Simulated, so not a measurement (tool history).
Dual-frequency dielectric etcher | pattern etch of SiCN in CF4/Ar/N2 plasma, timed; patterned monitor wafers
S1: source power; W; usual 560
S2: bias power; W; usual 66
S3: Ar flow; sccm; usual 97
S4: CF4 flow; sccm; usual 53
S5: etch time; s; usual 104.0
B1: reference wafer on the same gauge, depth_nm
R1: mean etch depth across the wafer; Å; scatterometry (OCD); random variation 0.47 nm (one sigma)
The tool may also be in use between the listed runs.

run 1 day=0.000 | S1=500 S2=53 S3=97 S4=53 S5=76.0 | B1=91.7 | R1=583
-- day=6.746 gauge calibrated
run 2 day=12.179 | S1=520 S2=66 S3=97 S4=66 S5=131.0 | B1=91.7 | R1=1179
run 3 day=15.704 | S1=640 S2=52 S3=97 S4=53 S5=116.0 | B1=91.7 | R1=1198
run 4 day=18.425 | S1=560 S2=66 S3=97 S4=53 S5=104.0 | B1=91.8 | R1=978
-- day=19.542 wet clean of the chamber
run 5 day=20.492 | S1=560 S2=66 S3=97 S4=57 S5=132.0 | B1=91.8 | R1=1239
run 6 day=22.671 | S1=560 S2=66 S3=112 S4=53 S5=104.0 | B1=91.7 | R1=940
-- day=25.471 bias power generator calibrated
run 7 day=26.196 | S1=560 S2=66 S3=114 S4=63 S5=116.5 | B1=91.6 | R1=1101
run 8 day=28.296 | S1=560 S2=66 S3=97 S4=53 S5=104.0 | B1=91.8 | R1=968
run 9 day=31.308 | S1=560 S2=71 S3=76 S4=53 S5=113.0 | B1=91.6 | R1=1111
run 10 day=35.533 | S1=560 S2=66 S3=97 S4=53 S5=104.0 | B1=91.6 | R1=978
run 11 day=38.762 | S1=560 S2=66 S3=97 S4=53 S5=104.0 | B1=91.6 | R1=981
run 12 day=40.450 | S1=560 S2=66 S3=78 S4=53 S5=129.0 | B1=91.7 | R1=1260
run 13 day=43.142 | S1=460 S2=66 S3=119 S4=53 S5=123.0 | B1=91.6 | R1=919
run 14 day=46.242 | S1=610 S2=55 S3=82 S4=63 S5=104.0 | B1=91.7 | R1=1103
-- day=48.642 wet clean of the chamber
run 15 day=49.908 | S1=500 S2=66 S3=89 S4=53 S5=104.0 | B1=91.7 | R1=876
run 16 day=52.133 | S1=560 S2=60 S3=108 S4=66 S5=104.0 | B1=91.7 | R1=991
run 17 day=56.546 | S1=560 S2=66 S3=97 S4=53 S5=76.5 | B1=91.7 | R1=714
run 18 day=58.604 | S1=560 S2=66 S3=97 S4=53 S5=104.0 | B1=91.7 | R1=988
run 19 day=61.733 | S1=560 S2=66 S3=97 S4=53 S5=104.0 | B1=91.8 | R1=985
run 20 day=64.354 | S1=440 S2=66 S3=97 S4=62 S5=104.0 | B1=91.7 | R1=782
-- day=65.542 CF4 flow controller replaced
run 21 day=67.817 | S1=560 S2=66 S3=120 S4=53 S5=104.0 | B1=91.7 | R1=957
run 22 day=70.929 | S1=610 S2=55 S3=82 S4=63 S5=104.0 | B1=91.7 | R1=1103

Some steps in R1 between neighbouring runs. How much of each would the tool show without its hidden state too (settings, what came in, random variation), and how much is left for the hidden state, with any gauge scatter that isn't in both results?
The hidden state here: etch rate over this chamber's usual, %; source power that arrives over what is set, %; bias power that arrives over what is set, %; Ar flow that arrives over what is set, %; CF4 flow that arrives over what is set, %; gauge reads high (%).
Run 1 -> 2: S1 500 -> 520, S2 53 -> 66, S4 53 -> 66, S5 76.0 -> 131.0, gauge calibrated. R1 +596 Å: hidden state +33, all else +563.
Run 12 -> 13: S1 560 -> 460, S3 78 -> 119, S5 129.0 -> 123.0. R1 -341 Å: hidden state -15, all else -326.
Run 14 -> 15: S1 610 -> 500, S2 55 -> 66, S3 82 -> 89, S4 63 -> 53, wet clean of the chamber. R1 -227 Å: hidden state -28, all else -199.
